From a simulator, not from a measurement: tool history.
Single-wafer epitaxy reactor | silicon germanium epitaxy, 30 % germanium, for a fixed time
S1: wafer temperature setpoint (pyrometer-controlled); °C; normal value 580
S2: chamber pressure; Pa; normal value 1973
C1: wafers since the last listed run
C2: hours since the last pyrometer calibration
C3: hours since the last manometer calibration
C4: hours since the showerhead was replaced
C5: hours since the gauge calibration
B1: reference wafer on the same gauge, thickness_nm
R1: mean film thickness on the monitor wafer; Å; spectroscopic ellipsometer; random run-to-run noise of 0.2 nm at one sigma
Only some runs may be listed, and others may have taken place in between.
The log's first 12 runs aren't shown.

run   hour   S1    S2   C1      C2      C3      C4     C5      B1      R1
 13  144.7  580  2386  122  2351.7  1817.6  3023.3   34.8  45.705  415.73
     162.0  -- pyrometer calibrated
 14  162.5  580  2240  128     0.5  1835.4  3041.1   52.6  45.694  408.27
 15  173.9  580  1693  149    11.9  1846.8  3052.5   64.0  45.749  378.21
 16  191.2  574  2320  226    29.2  1864.1  3069.8   81.3  45.727  360.85
     205.4  -- capacitance manometer re-zeroed and calibrated
 17  205.9  573  1587   87    43.9     0.5  3084.5   96.0  45.636  316.57
 18  212.0  584  1520   80    50.0     6.6  3090.6  102.1  45.714  401.02
     221.3  -- showerhead replaced
 19  226.2  580  1973   81    64.2    20.8     4.9  116.3  45.697  391.77
 20  240.3  586  1613  184    78.3    34.9    19.0  130.4  45.706  428.31
 21  248.9  580  1973  112    86.9    43.5    27.6  139.0  45.713  391.83
 22  257.4  580  1973  111    95.4    52.0    36.1  147.5  45.730  393.59
 23  272.8  589  2320  202   110.8    67.4    51.5  162.9  45.685  503.01
 24  283.4  580  1973  139   121.4    78.0    62.1  173.5  45.693  392.59
 25  297.1  567  2333  179   135.1    91.7    75.8  187.2  45.652  311.16
 26  310.1  594  1547  170   148.1   104.7    88.8  200.2  45.673  496.20
 27  324.6  565  2240  190   162.6   119.2   103.3  214.7  45.700  291.77
 28  334.3  571  2360  127   172.3   128.9   113.0  224.4  45.665  339.40
 29  351.1  568  2226  220   189.1   145.7   129.8  241.2  45.669  313.77
 30  360.6  580  1973  124   198.6   155.2   139.3  250.7  45.701  392.34
 31  373.9  580  2280  174   211.9   168.5   152.6  264.0  45.662  409.63
 32  388.6  568  1533  192   226.6   183.2   167.3  278.7  45.689  281.22
 33  441.6  580  1973  695   279.6   236.2   220.3  331.7  45.679  394.82
 34  451.0  568  2346  123   289.0   245.6   229.7  341.1  45.704  316.78

5 options for the next run, each taken on its own from the tool as it stands now. Forecast them:
  A  451.4  580  1973   5  289.4  246.0  230.1  341.5   ?   ?
  B  451.4  580  2160   5  289.4  246.0  230.1  341.5   ?   ?
  C  451.4  580  1560   5  289.4  246.0  230.1  341.5   ?   ?
  D  451.4  591  1733   5  289.4  246.0  230.1  341.5   ?   ?
  E  451.4  566  1520   5  289.4  246.0  230.1  341.5   ?   ?

run      B1      R1
  A  45.677  391.30
  B  45.677  401.36
  C  45.677  367.50
  D  45.677  478.35
  E  45.677  267.58
What these runs would have given with no unlogged condition in the tool:
run      R1
  A  391.30
  B  401.36
  C  367.50
  D  478.35
  E  267.58
